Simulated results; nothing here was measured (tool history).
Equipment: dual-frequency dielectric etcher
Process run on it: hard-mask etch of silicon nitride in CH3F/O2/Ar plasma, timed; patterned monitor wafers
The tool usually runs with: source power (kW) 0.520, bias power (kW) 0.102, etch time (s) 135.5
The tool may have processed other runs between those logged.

| run | hour | source power (kW) | bias power (kW) | etch time (s) | read-back reference wafer on the same gauge, depth_nm | mean etch depth across the wafer (angstrom) |
|---|---|---|---|---|---|---|
| 1 | 0.0 | 0.520 | 0.102 | 135.5 | 101.0 | 1159 |
| 2 | 8.9 | 0.520 | 0.102 | 135.5 | 101.0 | 1160 |
| 3 | 20.8 | 0.520 | 0.102 | 135.5 | 101.0 | 1161 |
| 4 | 35.1 | 0.520 | 0.102 | 135.5 | 101.0 | 1160 |
| 5 | 44.2 | 0.490 | 0.102 | 135.5 | 101.0 | 1130 |
| 6 | 58.8 | 0.490 | 0.102 | 135.5 | 101.0 | 1126 |
| 7 | 67.8 | 0.490 | 0.102 | 135.5 | 101.0 | 1127 |
| 8 | 78.8 | 0.620 | 0.102 | 135.5 | 100.9 | 1243 |
| 9 | 122.9 | 0.520 | 0.102 | 135.5 | 101.0 | 1154 |
| 10 | 135.8 | 0.520 | 0.102 | 135.5 | 101.0 | 1153 |
|  | 136.0 | gauge calibrated |
|  | 143.0 | source power generator calibrated |
| 11 | 145.6 | 0.520 | 0.102 | 135.5 | 101.0 | 1150 |
|  | 170.0 | upper electrode replaced |
| 12 | 170.5 | 0.520 | 0.102 | 135.5 | 101.0 | 1151 |
| 13 | 170.9 | 0.520 | 0.102 | 135.5 | 101.0 | 1152 |
| 14 | 171.2 | 0.520 | 0.102 | 135.5 | 101.0 | 1153 |
| 15 | 186.4 | 0.630 | 0.102 | 121.0 | 101.0 | 1111 |
|  | 215.8 | wet clean of the chamber |
| 16 | 216.3 | 0.520 | 0.102 | 135.5 | 101.0 | 1176 |
| 17 | 216.6 | 0.450 | 0.076 | 159.5 | 101.0 | 1087 |
| 18 | 223.2 | 0.410 | 0.126 | 135.5 | 101.0 | 1203 |
| 19 | 232.6 | 0.480 | 0.081 | 124.5 | 101.0 | 911 |
| 20 | 240.4 | 0.630 | 0.102 | 135.5 | 101.0 | 1275 |
| 21 | 252.9 | 0.520 | 0.102 | 135.5 | 101.0 | 1175 |
| 22 | 265.4 | 0.560 | 0.115 | 135.5 | 101.0 | 1295 |
| 23 | 280.4 | 0.520 | 0.102 | 135.5 | 101.0 | 1173 |
|  | 291.0 | bias power generator calibrated |
| 24 | 296.8 | 0.440 | 0.079 | 101.5 | 101.0 | 702 |
| 25 | 307.6 | 0.620 | 0.102 | 135.5 | 100.9 | 1262 |
| 26 | 325.6 | 0.520 | 0.125 | 97.0 | 101.0 | 941 |
| 27 | 341.9 | 0.460 | 0.114 | 135.5 | 101.0 | 1186 |
| 28 | 355.4 | 0.480 | 0.116 | 111.5 | 101.0 | 1004 |
| 29 | 368.4 | 0.560 | 0.102 | 135.5 | 101.0 | 1210 |

Some steps in mean etch depth across the wafer (angstrom), run to run, broken into two amounts with sign: the step expected even without the hidden condition (settings, incoming material, random variation), and the rest, left for the hidden condition together with whatever gauge scatter is not in both the measured and the hidden-condition-free result:
The tool's hidden condition here consists of: etch rate over this chamber's usual, %; source power that arrives over what is set, %; bias power that arrives over what is set, %; gauge reads high (%).
Run 7 -> 8: source power (kW) 0.490 -> 0.620. mean etch depth across the wafer (angstrom) +116: hidden state -3, all else +119.
Run 15 -> 16: source power (kW) 0.630 -> 0.520, etch time (s) 121.0 -> 135.5, wet clean of the chamber. mean etch depth across the wafer (angstrom) +65: hidden state +25, all else +40.
Run 23 -> 24: source power (kW) 0.520 -> 0.440, bias power (kW) 0.102 -> 0.079, etch time (s) 135.5 -> 101.5, bias power generator calibrated. mean etch depth across the wafer (angstrom) -471: hidden state +0, all else -471.
Run 24 -> 25: source power (kW) 0.440 -> 0.620, bias power (kW) 0.079 -> 0.102, etch time (s) 101.5 -> 135.5. mean etch depth across the wafer (angstrom) +560: hidden state -2, all else +562.

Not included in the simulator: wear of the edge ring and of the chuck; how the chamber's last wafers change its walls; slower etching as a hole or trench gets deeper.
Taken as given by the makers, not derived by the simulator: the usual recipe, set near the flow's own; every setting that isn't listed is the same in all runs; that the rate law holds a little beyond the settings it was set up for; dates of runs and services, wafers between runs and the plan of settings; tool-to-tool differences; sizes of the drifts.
